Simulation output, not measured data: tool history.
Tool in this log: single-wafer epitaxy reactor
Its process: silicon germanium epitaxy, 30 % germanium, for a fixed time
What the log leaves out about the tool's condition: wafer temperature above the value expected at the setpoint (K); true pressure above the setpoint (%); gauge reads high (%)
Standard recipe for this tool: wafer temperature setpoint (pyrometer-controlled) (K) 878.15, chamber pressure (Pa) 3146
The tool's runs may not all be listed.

run	hour	wafer temperature setpoint (pyrometer-controlled) (K)	chamber pressure (Pa)	wafers since the last listed run	hours since the last pyrometer calibration	hours since the last manometer calibration	hours since the showerhead was replaced	hours since the gauge calibration	read-back reference wafer on the same gauge, thickness_nm	mean film thickness on the monitor wafer (Å)
1	0.0	881.15	3146	0	129.5	2267.5	4752.1	1511.0	75.259	700.12
2	71.7	878.15	2613	785	201.2	2339.2	4823.8	1582.7	75.299	618.50
3	144.5	878.15	2613	797	274.0	2412.0	4896.6	1655.5	75.248	620.66
# hour 214.1: capacitance manometer re-zeroed and calibrated
4	238.7	878.15	3146	944	368.2	24.6	4990.8	1749.7	75.343	659.77
5	344.5	878.15	3146	1159	474.0	130.4	5096.6	1855.5	75.276	659.25
# hour 391.1: pyrometer calibrated, repeated, since the last time left the tool worse
6	444.0	878.15	3146	1002	52.9	229.9	5196.1	1955.0	75.320	724.93
7	508.4	873.15	3146	705	117.3	294.3	5260.5	2019.4	75.318	664.00
8	549.3	878.15	2653	448	158.2	335.2	5301.4	2060.3	75.255	675.44
9	587.4	878.15	2653	417	196.3	373.3	5339.5	2098.4	75.332	672.63
10	658.6	878.15	2653	780	267.5	444.5	5410.7	2169.6	75.274	674.53
11	751.4	878.15	3146	1017	360.3	537.3	5503.5	2262.4	75.371	708.71
12	857.9	868.15	3586	1167	466.8	643.8	5610.0	2368.9	75.288	630.08
13	919.9	887.15	3146	679	528.8	705.8	5672.0	2430.9	75.272	820.01
14	1008.4	878.15	3466	969	617.3	794.3	5760.5	2519.4	75.320	729.36
15	1078.3	878.15	3146	766	687.2	864.2	5830.4	2589.3	75.370	702.67
# hour 1118.8: showerhead replaced
16	1181.1	884.15	3520	1038	790.0	967.0	62.3	2692.1	75.370	801.31
17	1224.4	864.15	2853	474	833.3	1010.3	105.6	2735.4	75.266	537.39
18	1315.0	878.15	3146	992	923.9	1100.9	196.2	2826.0	75.284	701.55
19	1421.8	869.15	2546	1170	1030.7	1207.7	303.0	2932.8	75.351	558.65
# hour 1495.1: gauge calibrated
20	1515.8	887.15	3440	1030	1124.7	1301.7	397.0	20.7	75.378	827.00
21	1602.1	865.15	2866	945	1211.0	1388.0	483.3	107.0	75.258	545.98
22	1702.4	891.15	2653	1099	1311.3	1488.3	583.6	207.3	75.387	802.79
23	1805.4	878.15	3146	1128	1414.3	1591.3	686.6	310.3	75.242	696.00
24	1855.5	887.15	3400	549	1464.4	1641.4	736.7	360.4	75.291	828.70
25	1930.1	890.15	3146	817	1539.0	1716.0	811.3	435.0	75.270	838.85
26	2022.6	878.15	3506	1013	1631.5	1808.5	903.8	527.5	75.277	722.75
27	2111.0	885.15	3760	968	1719.9	1896.9	992.2	615.9	75.260	826.29
28	2212.3	868.15	2373	1110	1821.2	1998.2	1093.5	717.2	75.188	533.83
29	2281.3	878.15	3146	756	1890.2	2067.2	1162.5	786.2	75.450	689.99
30	2363.9	867.15	3520	905	1972.8	2149.8	1245.1	868.8	75.245	605.45
# hour 2392.6: pyrometer calibrated
31	2468.5	892.15	3840	1058	75.9	2254.4	1349.7	973.4	75.401	964.09
32	2507.1	887.15	2720	423	114.5	2293.0	1388.3	1012.0	75.350	793.61
33	2569.1	887.15	3493	679	176.5	2355.0	1450.3	1074.0	75.339	857.23
34	2655.1	878.15	3146	942	262.5	2441.0	1536.3	1160.0	75.314	712.05
35	2747.3	887.15	3520	1010	354.7	2533.2	1628.5	1252.2	75.323	854.61

The same runs without the tool's hidden state, with the same run-to-run variation:
run	mean film thickness on the monitor wafer (Å)
1	758.52
2	672.98
3	677.71
4	723.33
5	725.64
6	727.05
7	668.52
8	681.52
9	680.03
10	684.29
11	721.84
12	644.61
13	839.91
14	749.37
15	723.32
16	826.57
17	555.57
18	725.92
19	579.49
20	857.92
21	568.00
22	834.44
23	724.93
24	862.90
25	873.80
26	754.12
27	862.13
28	558.14
29	721.03
30	633.56
31	966.92
32	797.72
33	864.52
34	721.24
35	868.84

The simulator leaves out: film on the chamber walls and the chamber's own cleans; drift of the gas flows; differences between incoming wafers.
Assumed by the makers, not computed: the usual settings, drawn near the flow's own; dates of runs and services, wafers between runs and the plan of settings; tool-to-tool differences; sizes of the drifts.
